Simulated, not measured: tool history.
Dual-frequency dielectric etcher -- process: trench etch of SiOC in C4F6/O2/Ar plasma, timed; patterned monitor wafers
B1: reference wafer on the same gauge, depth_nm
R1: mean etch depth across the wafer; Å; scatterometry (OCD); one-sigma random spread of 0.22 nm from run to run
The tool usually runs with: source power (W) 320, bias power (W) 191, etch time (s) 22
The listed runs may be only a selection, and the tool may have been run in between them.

{"run": 1, "hour": 0.0, "source power (W)": 320, "bias power (W)": 191, "etch time (s)": 22, "B1": 46.88, "R1": 454.9}
{"run": 2, "hour": 37.3, "source power (W)": 320, "bias power (W)": 191, "etch time (s)": 22, "B1": 46.86, "R1": 427.5}
{"run": 3, "hour": 61.9, "source power (W)": 320, "bias power (W)": 191, "etch time (s)": 22, "B1": 46.86, "R1": 430.1}
{"run": 4, "hour": 76.7, "source power (W)": 340, "bias power (W)": 191, "etch time (s)": 17.5, "B1": 46.94, "R1": 350.1}
{"run": 5, "hour": 107.2, "source power (W)": 340, "bias power (W)": 191, "etch time (s)": 17.5, "B1": 46.88, "R1": 352.9}
{"run": 6, "hour": 136.9, "source power (W)": 320, "bias power (W)": 191, "etch time (s)": 22, "B1": 46.89, "R1": 429.7}
{"run": 7, "hour": 186.3, "source power (W)": 320, "bias power (W)": 191, "etch time (s)": 22, "B1": 46.8, "R1": 430.5}
{"run": 8, "hour": 209.9, "source power (W)": 320, "bias power (W)": 147, "etch time (s)": 17, "B1": 46.87, "R1": 321.7}
{"run": 9, "hour": 228.5, "source power (W)": 260, "bias power (W)": 151, "etch time (s)": 15.5, "B1": 46.94, "R1": 264.2}
{"run": 10, "hour": 255.7, "source power (W)": 320, "bias power (W)": 191, "etch time (s)": 22, "B1": 46.95, "R1": 435.8}
{"run": 11, "hour": 289.1, "source power (W)": 320, "bias power (W)": 191, "etch time (s)": 22, "B1": 47, "R1": 436.9}
{"run": 12, "hour": 306.4, "source power (W)": 360, "bias power (W)": 170, "etch time (s)": 22, "B1": 46.87, "R1": 452.7}
{"run": 13, "hour": 333.5, "source power (W)": 340, "bias power (W)": 175, "etch time (s)": 16.5, "B1": 46.84, "R1": 332.3}
{"run": 14, "hour": 361.9, "source power (W)": 380, "bias power (W)": 237, "etch time (s)": 22, "B1": 46.82, "R1": 497.8}
{"run": 15, "hour": 392.6, "source power (W)": 250, "bias power (W)": 176, "etch time (s)": 27.5, "B1": 46.96, "R1": 474.5}
{"run": 16, "hour": 405.3, "source power (W)": 390, "bias power (W)": 157, "etch time (s)": 26, "B1": 46.88, "R1": 554.3}
{"run": 17, "hour": 435.4, "source power (W)": 320, "bias power (W)": 191, "etch time (s)": 22, "B1": 46.91, "R1": 439.9}
{"run": 18, "hour": 467.5, "source power (W)": 320, "bias power (W)": 237, "etch time (s)": 19.5, "B1": 46.9, "R1": 409.9}
{"run": 19, "hour": 498.4, "source power (W)": 270, "bias power (W)": 177, "etch time (s)": 26, "B1": 46.88, "R1": 475.6}
{"run": 20, "hour": 513.9, "source power (W)": 320, "bias power (W)": 191, "etch time (s)": 22, "B1": 46.87, "R1": 441.1}
{"run": 21, "hour": 532.6, "source power (W)": 320, "bias power (W)": 153, "etch time (s)": 27.5, "B1": 46.91, "R1": 538.4}
{"run": 22, "hour": 570.6, "source power (W)": 380, "bias power (W)": 191, "etch time (s)": 22, "B1": 46.93, "R1": 488}
{"run": 23, "hour": 627.9, "source power (W)": 380, "bias power (W)": 156, "etch time (s)": 19, "B1": 46.88, "R1": 395.5}
{"run": 24, "hour": 628.2, "source power (W)": 320, "bias power (W)": 191, "etch time (s)": 22, "B1": 46.87, "R1": 430.3}
{"run": 25, "hour": 660.0, "source power (W)": 320, "bias power (W)": 158, "etch time (s)": 22, "B1": 46.85, "R1": 414}
{"run": 26, "hour": 673.1, "source power (W)": 320, "bias power (W)": 191, "etch time (s)": 15.5, "B1": 46.91, "R1": 305.1}
{"run": 27, "hour": 705.6, "source power (W)": 370, "bias power (W)": 233, "etch time (s)": 27, "B1": 46.96, "R1": 599.2}
{"run": 28, "hour": 730.1, "source power (W)": 260, "bias power (W)": 214, "etch time (s)": 22, "B1": 46.92, "R1": 398.1}
{"run": 29, "hour": 745.7, "source power (W)": 320, "bias power (W)": 191, "etch time (s)": 17, "B1": 46.9, "R1": 335.6}
{"run": 30, "hour": 768.8, "source power (W)": 260, "bias power (W)": 224, "etch time (s)": 27, "B1": 46.93, "R1": 494.8}

Not shown here: 4 entries made in the log between runs. Locate each between two listed runs and compare the hidden state at the listed run before it with the hidden state at the listed run after it:
Run 1 -> run 2: wet clean of the chamber (hour 36.8)
  etch rate over this chamber's usual, %: 5.49 -> -0.804
  the result without the hidden state subtracted from the measured one, R1: +23.7 -> -3.5 Å
Run 16 -> run 17: source power generator calibrated (hour 425.9); upper electrode replaced (hour 430.2)
  etch rate over this chamber's usual, %: 2 -> 2.23
  the result without the hidden state subtracted from the measured one, R1: +10.8 -> +9.6 Å
Run 22 -> run 23: wet clean of the chamber (hour 627.4)
  etch rate over this chamber's usual, %: 3.26 -> -0.373
  the result without the hidden state subtracted from the measured one, R1: +15.4 -> -1.5 Å

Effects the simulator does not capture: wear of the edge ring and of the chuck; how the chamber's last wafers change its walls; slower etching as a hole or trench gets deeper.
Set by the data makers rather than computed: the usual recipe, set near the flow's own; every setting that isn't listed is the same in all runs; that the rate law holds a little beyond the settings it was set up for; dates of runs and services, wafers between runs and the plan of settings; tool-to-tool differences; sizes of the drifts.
